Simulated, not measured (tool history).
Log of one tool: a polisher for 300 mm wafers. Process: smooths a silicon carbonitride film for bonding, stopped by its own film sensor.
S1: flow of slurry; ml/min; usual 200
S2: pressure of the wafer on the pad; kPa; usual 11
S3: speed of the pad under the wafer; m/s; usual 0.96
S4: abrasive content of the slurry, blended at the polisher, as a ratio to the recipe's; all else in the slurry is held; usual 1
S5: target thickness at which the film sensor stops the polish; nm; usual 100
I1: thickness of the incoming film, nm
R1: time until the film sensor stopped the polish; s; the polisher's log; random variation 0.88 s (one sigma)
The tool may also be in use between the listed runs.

| run | hour | S1 | S2 | S3 | S4 | S5 | I1 | R1 |
|---|---|---|---|---|---|---|---|---|
| 1 | 0 | 200 | 11 | 0.96 | 1 | 100 | 119.9 | 98.7 |
| 2 | 12.9 | 200 | 11 | 0.96 | 1 | 100 | 121.9 | 109.6 |
|  | 36.8 | worn pad replaced by a new one |
| 3 | 39.7 | 200 | 11 | 0.96 | 1 | 100 | 119.1 | 96.6 |
| 4 | 64.5 | 200 | 11 | 0.96 | 1 | 97 | 119 | 109.1 |
| 5 | 86.5 | 200 | 11 | 0.96 | 1 | 97 | 121.3 | 123.1 |
| 6 | 109.2 | 200 | 11 | 0.96 | 1 | 97 | 119.6 | 114.9 |
| 7 | 130.6 | 200 | 10.3 | 0.96 | 1 | 95 | 120 | 136.7 |
| 8 | 153.4 | 200 | 11 | 0.96 | 1.1 | 100 | 120.1 | 98.7 |
|  | 185.5 | worn pad replaced by a new one |
|  | 185.6 | slurry nozzle cleaned |
| 9 | 188.5 | 200 | 11 | 0.96 | 1.1 | 100 | 121 | 106.5 |
|  | 197.2 | head pressure recalibrated |
| 10 | 203.4 | 200 | 11 | 0.96 | 1 | 97 | 119.1 | 122.6 |
|  | 212.3 | slurry blender recalibrated |
| 11 | 234 | 255 | 11 | 0.96 | 0.7 | 100 | 121.1 | 120.4 |
| 12 | 256.7 | 200 | 11 | 1.22 | 1 | 95 | 120.8 | 110.4 |
| 13 | 281.6 | 175 | 9.7 | 0.96 | 1 | 100 | 120.7 | 121.7 |
| 14 | 302.2 | 200 | 11 | 0.96 | 1.25 | 100 | 120.3 | 92.1 |
| 15 | 325.7 | 200 | 11 | 0.96 | 1 | 100 | 121.1 | 105.5 |
|  | 343.4 | worn pad replaced by a new one |
| 16 | 349.5 | 200 | 11 | 0.78 | 1 | 100 | 120 | 118.6 |
| 17 | 374.9 | 200 | 11 | 0.96 | 1 | 100 | 120.1 | 103 |
| 18 | 408.7 | 200 | 11 | 0.96 | 0.7 | 100 | 121.7 | 130.9 |

Forecast each of these 3 alternatives for the next run:
| A | 409.2 | 200 | 11 | 0.96 | 1 | 100 | 119.6 | ? |
| B | 409.2 | 225 | 11 | 0.84 | 0.85 | 97 | 119.6 | ? |
| C | 409.2 | 200 | 9.7 | 0.96 | 1 | 100 | 119.6 | ? |

| run | R1 |
|---|---|
| A | 101 |
| B | 134.9 |
| C | 115.5 |
Without the tool's hidden state the same runs would have given:
| run | R1 |
|---|---|
| A | 98.3 |
| B | 130.7 |
| C | 112.4 |
